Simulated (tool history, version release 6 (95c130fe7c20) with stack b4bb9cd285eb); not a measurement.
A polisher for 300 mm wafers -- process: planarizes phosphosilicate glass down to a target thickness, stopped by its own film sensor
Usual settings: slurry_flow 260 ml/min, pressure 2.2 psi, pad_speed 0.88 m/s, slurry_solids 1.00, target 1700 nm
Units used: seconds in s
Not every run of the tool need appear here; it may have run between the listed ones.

run	hour	slurry_flow	pressure	pad_speed	slurry_solids	target	wafers since the last listed run	wafers polished on this pad	hours since the slurry nozzle was cleaned	hours since the head pressure was calibrated	hours since the slurry blender was calibrated	hours since the conditioning disc was replaced	incoming thickness of the incoming film, nm	seconds
1	0.0	260	2.2	0.88	1.00	1607	0	10	102.9	99.4	124.1	205.4	2029.1	106.1
2	55.2	260	2.2	0.88	1.00	1607	569	580	158.1	154.6	179.3	260.6	2044.7	105.1
3	125.8	260	2.2	0.88	1.00	1607	728	1308	228.7	225.2	249.9	331.2	2027.7	107.2
4	168.3	260	2.2	0.88	1.00	1700	438	1747	271.2	267.7	292.4	373.7	2054.6	88.9
5	240.1	260	2.2	0.88	1.00	1700	740	2488	343.0	339.5	364.2	445.5	2071.7	93.8
# hour 258.9: conditioning disc replaced and pad reconditioned
6	269.9	320	1.5	0.72	1.20	1700	286	2774	372.8	369.3	394.0	11.0	2043.9	133.4
# hour 316.3: slurry nozzle cleaned
7	327.6	220	2.2	0.88	0.90	1700	585	3360	11.3	427.0	451.7	68.7	2039.5	92.8
# hour 361.0: slurry blender recalibrated
8	396.2	260	2.2	0.88	0.85	1700	687	4047	79.9	495.6	35.2	137.3	2049.4	97.7
# hour 405.7: worn pad replaced by a new one
9	426.9	260	2.2	0.88	1.00	1700	275	218	110.6	526.3	65.9	168.0	2071.9	90.0
10	458.7	260	2.9	0.88	1.00	1769	328	546	142.4	558.1	97.7	199.8	2019.0	47.3
11	489.0	260	2.5	0.88	1.00	1700	312	859	172.7	588.4	128.0	230.1	2063.2	80.3
12	540.2	260	2.2	1.00	1.15	1700	528	1387	223.9	639.6	179.2	281.3	2020.1	66.0
13	598.9	260	1.6	0.88	1.00	1700	605	1993	282.6	698.3	237.9	340.0	2061.2	123.3
14	662.6	260	2.2	0.88	1.00	1650	657	2650	346.3	762.0	301.6	403.7	2079.4	111.0
# hour 730.9: conditioning disc replaced and pad reconditioned
15	733.5	220	2.4	0.88	1.15	1700	710	3361	417.2	832.9	372.5	2.6	2042.6	77.1
# hour 760.4: slurry nozzle cleaned
16	782.8	260	1.4	0.98	0.70	1700	498	3859	22.4	882.2	421.8	51.9	2036.3	175.3
17	821.6	260	2.2	0.88	1.00	1700	400	4260	61.2	921.0	460.6	90.7	2066.3	91.5
# hour 843.0: slurry blender recalibrated
18	860.6	260	1.5	0.70	1.30	1700	381	4642	100.2	960.0	17.6	129.7	2045.9	123.3
# hour 875.2: worn pad replaced by a new one
19	886.0	260	2.2	0.88	1.00	1700	220	111	125.6	985.4	43.0	155.1	2074.1	93.0
20	927.1	260	2.7	0.88	1.10	1700	424	535	166.7	1026.5	84.1	196.2	2035.9	63.4
21	996.2	330	2.9	1.16	1.20	1700	713	1248	235.8	1095.6	153.2	265.3	2071.1	49.3
22	1041.1	260	2.2	0.88	1.00	1700	463	1711	280.7	1140.5	198.1	310.2	2003.0	74.8
23	1097.1	260	2.2	0.88	1.00	1662	577	2289	336.7	1196.5	254.1	366.2	2045.3	101.1
24	1162.8	260	2.2	0.88	0.80	1700	677	2967	402.4	1262.2	319.8	431.9	2051.4	114.7
25	1198.8	260	1.6	0.88	1.25	1700	371	3338	438.4	1298.2	355.8	467.9	2060.8	116.9

Below are 4 alternative next runs, each starting from the tool's condition after run 25. Predict each:
A	1199.2	260	2.2	0.88	0.70	1700	4	3343	438.8	1298.6	356.2	468.3	2076.4	?
B	1199.2	260	3.0	1.12	0.75	1624	4	3343	438.8	1298.6	356.2	468.3	2076.4	?
C	1199.2	340	1.8	1.08	1.00	1785	4	3343	438.8	1298.6	356.2	468.3	2076.4	?
D	1199.2	260	1.7	0.88	1.20	1657	4	3343	438.8	1298.6	356.2	468.3	2076.4	?

run	seconds
A	145.2
B	96.5
C	76.3
D	125.7
Without the tool's unlogged condition, the same runs would have read:
run	seconds
A	133.3
B	88.6
C	71.4
D	115.4

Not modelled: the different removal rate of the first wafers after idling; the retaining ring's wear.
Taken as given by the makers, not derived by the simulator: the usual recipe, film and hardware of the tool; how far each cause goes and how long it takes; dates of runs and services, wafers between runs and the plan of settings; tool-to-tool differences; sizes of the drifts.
